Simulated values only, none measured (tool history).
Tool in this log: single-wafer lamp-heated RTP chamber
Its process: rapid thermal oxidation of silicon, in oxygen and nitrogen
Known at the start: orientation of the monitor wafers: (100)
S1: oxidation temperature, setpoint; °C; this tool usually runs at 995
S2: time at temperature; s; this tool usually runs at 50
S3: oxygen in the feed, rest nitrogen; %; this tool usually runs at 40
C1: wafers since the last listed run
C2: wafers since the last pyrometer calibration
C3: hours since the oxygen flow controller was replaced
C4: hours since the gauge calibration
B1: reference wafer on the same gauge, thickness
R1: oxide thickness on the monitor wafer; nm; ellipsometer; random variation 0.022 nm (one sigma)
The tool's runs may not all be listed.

{"run": 1, "hour": 0.0, "S1": 995, "S2": 50, "S3": 40, "C1": 0, "C2": 445, "C3": 2702.5, "C4": 1018.3, "B1": 3.579, "R1": 4.018}
{"run": 2, "hour": 46.6, "S1": 995, "S2": 50, "S3": 40, "C1": 366, "C2": 811, "C3": 2749.1, "C4": 1064.9, "B1": 3.586, "R1": 3.992}
{"run": 3, "hour": 92.0, "S1": 995, "S2": 50, "S3": 40, "C1": 356, "C2": 1168, "C3": 2794.5, "C4": 1110.3, "B1": 3.579, "R1": 4.035}
{"run": 4, "hour": 144.4, "S1": 995, "S2": 50, "S3": 40, "C1": 411, "C2": 1580, "C3": 2846.9, "C4": 1162.7, "B1": 3.583, "R1": 4.054}
{"hour": 254.1, "done": "pyrometer window cleaned and pyrometer calibrated"}
{"run": 5, "hour": 254.6, "S1": 995, "S2": 50, "S3": 22, "C1": 803, "C2": 4, "C3": 2957.1, "C4": 1272.9, "B1": 3.58, "R1": 3.504}
{"run": 6, "hour": 298.6, "S1": 995, "S2": 50, "S3": 40, "C1": 345, "C2": 350, "C3": 3001.1, "C4": 1316.9, "B1": 3.579, "R1": 4.159}
{"run": 7, "hour": 388.3, "S1": 995, "S2": 50, "S3": 40, "C1": 705, "C2": 1055, "C3": 3090.8, "C4": 1406.6, "B1": 3.582, "R1": 4.225}
{"hour": 410.0, "done": "pyrometer window cleaned and pyrometer calibrated, repeated, since the last time left the tool worse"}
{"hour": 476.9, "done": "gauge calibrated"}
{"run": 8, "hour": 492.7, "S1": 995, "S2": 50, "S3": 40, "C1": 757, "C2": 649, "C3": 3195.2, "C4": 15.8, "B1": 3.579, "R1": 3.991}
{"run": 9, "hour": 588.7, "S1": 995, "S2": 50, "S3": 40, "C1": 754, "C2": 1404, "C3": 3291.2, "C4": 111.8, "B1": 3.577, "R1": 4.045}
{"run": 10, "hour": 665.1, "S1": 967, "S2": 27, "S3": 40, "C1": 600, "C2": 2004, "C3": 3367.6, "C4": 188.2, "B1": 3.58, "R1": 2.842}
{"hour": 715.8, "done": "pyrometer window cleaned and pyrometer calibrated"}
{"hour": 716.9, "done": "oxygen flow controller replaced"}
{"run": 11, "hour": 717.4, "S1": 995, "S2": 42, "S3": 17, "C1": 339, "C2": 3, "C3": 0.5, "C4": 240.5, "B1": 3.58, "R1": 3.02}
{"run": 12, "hour": 796.4, "S1": 995, "S2": 50, "S3": 63, "C1": 621, "C2": 624, "C3": 79.5, "C4": 319.5, "B1": 3.58, "R1": 4.671}
{"run": 13, "hour": 833.5, "S1": 995, "S2": 32, "S3": 40, "C1": 291, "C2": 916, "C3": 116.6, "C4": 356.6, "B1": 3.58, "R1": 3.403}
{"run": 14, "hour": 900.9, "S1": 995, "S2": 50, "S3": 40, "C1": 529, "C2": 1446, "C3": 184, "C4": 424, "B1": 3.588, "R1": 4.03}

Expected results for the next run?
{"hour": 971.2, "done": "pyrometer window cleaned and pyrometer calibrated"}
{"run": 15, "hour": 986.3, "S1": 1014, "S2": 50, "S3": 40, "C1": 608, "C2": 118, "C3": 269.4, "C4": 509.4, "B1": "?", "R1": "?"}

B1: 3.572
R1: 4.469 nm
Had the tool carried no hidden state, the very same run would have given R1 4.456 nm.

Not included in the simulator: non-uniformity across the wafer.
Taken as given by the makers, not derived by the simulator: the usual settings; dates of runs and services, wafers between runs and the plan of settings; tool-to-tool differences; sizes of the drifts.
